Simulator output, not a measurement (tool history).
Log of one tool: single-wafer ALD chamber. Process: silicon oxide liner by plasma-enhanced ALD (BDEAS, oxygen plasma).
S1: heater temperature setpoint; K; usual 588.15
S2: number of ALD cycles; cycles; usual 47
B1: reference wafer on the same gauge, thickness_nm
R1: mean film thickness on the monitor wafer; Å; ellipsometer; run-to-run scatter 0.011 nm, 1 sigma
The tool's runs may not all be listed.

run 1 hour=0.0 | S1=596.15 S2=53 | B1=3.694 | R1=49.77
run 2 hour=11.5 | S1=596.15 S2=53 | B1=3.690 | R1=49.80
run 3 hour=27.9 | S1=588.15 S2=47 | B1=3.689 | R1=44.58
run 4 hour=45.9 | S1=588.15 S2=47 | B1=3.688 | R1=44.59
run 5 hour=60.1 | S1=588.15 S2=47 | B1=3.691 | R1=44.78
-- hour=79.7 gauge calibrated
run 6 hour=87.8 | S1=588.15 S2=47 | B1=3.690 | R1=44.47
run 7 hour=103.0 | S1=588.15 S2=47 | B1=3.690 | R1=44.51
run 8 hour=111.2 | S1=588.15 S2=47 | B1=3.690 | R1=44.68
run 9 hour=124.0 | S1=588.15 S2=47 | B1=3.690 | R1=44.75
-- hour=141.7 thermocouple changed; heater temperature recalibrated
run 10 hour=142.2 | S1=588.15 S2=54 | B1=3.693 | R1=51.37
run 11 hour=145.4 | S1=588.15 S2=47 | B1=3.692 | R1=44.88
run 12 hour=157.5 | S1=588.15 S2=47 | B1=3.690 | R1=44.66
run 13 hour=167.4 | S1=577.15 S2=47 | B1=3.692 | R1=45.37
run 14 hour=183.7 | S1=593.15 S2=47 | B1=3.690 | R1=44.30
run 15 hour=196.5 | S1=588.15 S2=47 | B1=3.689 | R1=44.70
run 16 hour=205.6 | S1=600.15 S2=50 | B1=3.691 | R1=46.45
run 17 hour=215.7 | S1=579.15 S2=47 | B1=3.688 | R1=45.43
run 18 hour=222.3 | S1=588.15 S2=47 | B1=3.690 | R1=44.68
run 19 hour=230.2 | S1=599.15 S2=42 | B1=3.690 | R1=39.14

Branching from run 19: 4 alternative next runs. What would each branch give?
run A hour=230.7 | S1=588.15 S2=50 | B1=? | R1=?
run B hour=230.7 | S1=600.15 S2=52 | B1=? | R1=?
run C hour=230.7 | S1=578.15 S2=47 | B1=? | R1=?
run D hour=230.7 | S1=573.15 S2=42 | B1=? | R1=?

run=A B1=3.689 R1=47.52
run=B B1=3.689 R1=48.45
run=C B1=3.689 R1=45.39
run=D B1=3.689 R1=41.08
Stripped of hidden state, with their random variation kept, the same runs would have yielded:
run=A R1=47.52
run=B R1=48.45
run=C R1=45.39
run=D R1=41.08

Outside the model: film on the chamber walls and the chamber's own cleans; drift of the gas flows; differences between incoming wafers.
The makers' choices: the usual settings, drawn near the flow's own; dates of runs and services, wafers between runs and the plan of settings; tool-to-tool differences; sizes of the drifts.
